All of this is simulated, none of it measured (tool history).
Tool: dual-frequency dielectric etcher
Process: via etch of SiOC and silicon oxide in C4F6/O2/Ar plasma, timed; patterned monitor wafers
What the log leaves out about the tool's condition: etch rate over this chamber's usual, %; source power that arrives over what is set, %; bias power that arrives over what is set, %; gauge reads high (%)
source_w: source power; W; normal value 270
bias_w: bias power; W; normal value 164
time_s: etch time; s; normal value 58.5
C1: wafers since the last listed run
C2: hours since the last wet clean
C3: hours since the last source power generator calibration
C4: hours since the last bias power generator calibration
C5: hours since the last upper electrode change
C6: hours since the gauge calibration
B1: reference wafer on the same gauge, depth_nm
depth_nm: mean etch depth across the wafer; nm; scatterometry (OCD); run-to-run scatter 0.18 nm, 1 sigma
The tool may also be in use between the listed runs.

run 1 day=0 | source_w=270 bias_w=164 time_s=67.5 | C1=0 C2=159 C3=1928.6 C4=865.4 C5=4775 C6=131.1 | B1=50.1 | depth_nm=59.2
run 2 day=2.017 | source_w=270 bias_w=164 time_s=67.5 | C1=437 C2=207.4 C3=1977 C4=913.8 C5=4823.4 C6=179.5 | B1=50.1 | depth_nm=59.2
run 3 day=5.021 | source_w=270 bias_w=164 time_s=58.5 | C1=651 C2=279.5 C3=2049.1 C4=985.9 C5=4895.5 C6=251.6 | B1=50.2 | depth_nm=51.5
run 4 day=9.521 | source_w=270 bias_w=164 time_s=58.5 | C1=975 C2=387.5 C3=2157.1 C4=1093.9 C5=5003.5 C6=359.6 | B1=50.1 | depth_nm=51.6
run 5 day=12.962 | source_w=270 bias_w=164 time_s=58.5 | C1=746 C2=470.1 C3=2239.7 C4=1176.5 C5=5086.1 C6=442.2 | B1=50.1 | depth_nm=51.3
run 6 day=16.379 | source_w=270 bias_w=164 time_s=58.5 | C1=741 C2=552.1 C3=2321.7 C4=1258.5 C5=5168.1 C6=524.2 | B1=50.1 | depth_nm=50.5
-- day=17.879 wet clean of the chamber
run 7 day=20.375 | source_w=270 bias_w=164 time_s=58.5 | C1=649 C2=59.9 C3=2417.6 C4=1354.4 C5=5264 C6=620.1 | B1=50.1 | depth_nm=51.7
run 8 day=23.188 | source_w=320 bias_w=164 time_s=58.5 | C1=609 C2=127.4 C3=2485.1 C4=1421.9 C5=5331.5 C6=687.6 | B1=50 | depth_nm=57
run 9 day=25.971 | source_w=320 bias_w=164 time_s=58.5 | C1=603 C2=194.2 C3=2551.9 C4=1488.7 C5=5398.3 C6=754.4 | B1=50.1 | depth_nm=56.5
run 10 day=30.421 | source_w=290 bias_w=164 time_s=65.5 | C1=965 C2=301 C3=2658.7 C4=1595.5 C5=5505.1 C6=861.2 | B1=50.1 | depth_nm=59.8
run 11 day=32.996 | source_w=290 bias_w=164 time_s=65.5 | C1=558 C2=362.8 C3=2720.5 C4=1657.3 C5=5566.9 C6=923 | B1=50.1 | depth_nm=59.9
run 12 day=35.362 | source_w=290 bias_w=164 time_s=65.5 | C1=513 C2=419.6 C3=2777.3 C4=1714.1 C5=5623.7 C6=979.8 | B1=50.1 | depth_nm=59.6
run 13 day=38.062 | source_w=270 bias_w=164 time_s=58.5 | C1=585 C2=484.4 C3=2842.1 C4=1778.9 C5=5688.5 C6=1044.6 | B1=50.1 | depth_nm=50.8
run 14 day=42.088 | source_w=270 bias_w=164 time_s=58.5 | C1=872 C2=581 C3=2938.7 C4=1875.5 C5=5785.1 C6=1141.2 | B1=50.1 | depth_nm=50.9
-- day=44.317 wet clean of the chamber
run 15 day=44.338 | source_w=270 bias_w=164 time_s=58.5 | C1=271 C2=0.5 C3=2992.7 C4=1929.5 C5=5839.1 C6=1195.2 | B1=50.1 | depth_nm=51.9
run 16 day=46.867 | source_w=310 bias_w=184 time_s=53.5 | C1=548 C2=61.2 C3=3053.4 C4=1990.2 C5=5899.8 C6=1255.9 | B1=50.1 | depth_nm=53.2
-- day=47.925 bias power generator calibrated
run 17 day=50.158 | source_w=270 bias_w=164 time_s=58.5 | C1=677 C2=140.2 C3=3132.4 C4=53.6 C5=5978.8 C6=1334.9 | B1=50.1 | depth_nm=51.5
-- day=50.996 gauge calibrated
run 18 day=54.275 | source_w=300 bias_w=127 time_s=58.5 | C1=892 C2=239 C3=3231.2 C4=152.4 C5=6077.6 C6=78.7 | B1=50.1 | depth_nm=49.1
-- day=56.154 source power generator calibrated
run 19 day=57.479 | source_w=320 bias_w=134 time_s=70 | C1=658 C2=315.9 C3=31.8 C4=229.3 C5=6154.5 C6=155.6 | B1=50 | depth_nm=62.9
run 20 day=60.708 | source_w=270 bias_w=197 time_s=75.5 | C1=700 C2=393.4 C3=109.3 C4=306.8 C5=6232 C6=233.1 | B1=50.1 | depth_nm=71.1
run 21 day=63.033 | source_w=250 bias_w=164 time_s=58.5 | C1=504 C2=449.2 C3=165.1 C4=362.6 C5=6287.8 C6=288.9 | B1=50 | depth_nm=48.9

Run 22 comes next. What will it give?
-- day=64.067 upper electrode replaced, of another model than before
-- day=65.183 wet clean of the chamber
run 22 day=65.204 | source_w=270 bias_w=191 time_s=58.5 | C1=37 C2=0.5 C3=217.2 C4=414.7 C5=27.3 C6=341 | B1=? | depth_nm=?

Run 22 measured B1 50.1, depth_nm 53.7 nm.
Were there no unlogged condition in the tool, this run, its random variation unchanged, would have produced depth_nm 53.7 nm.
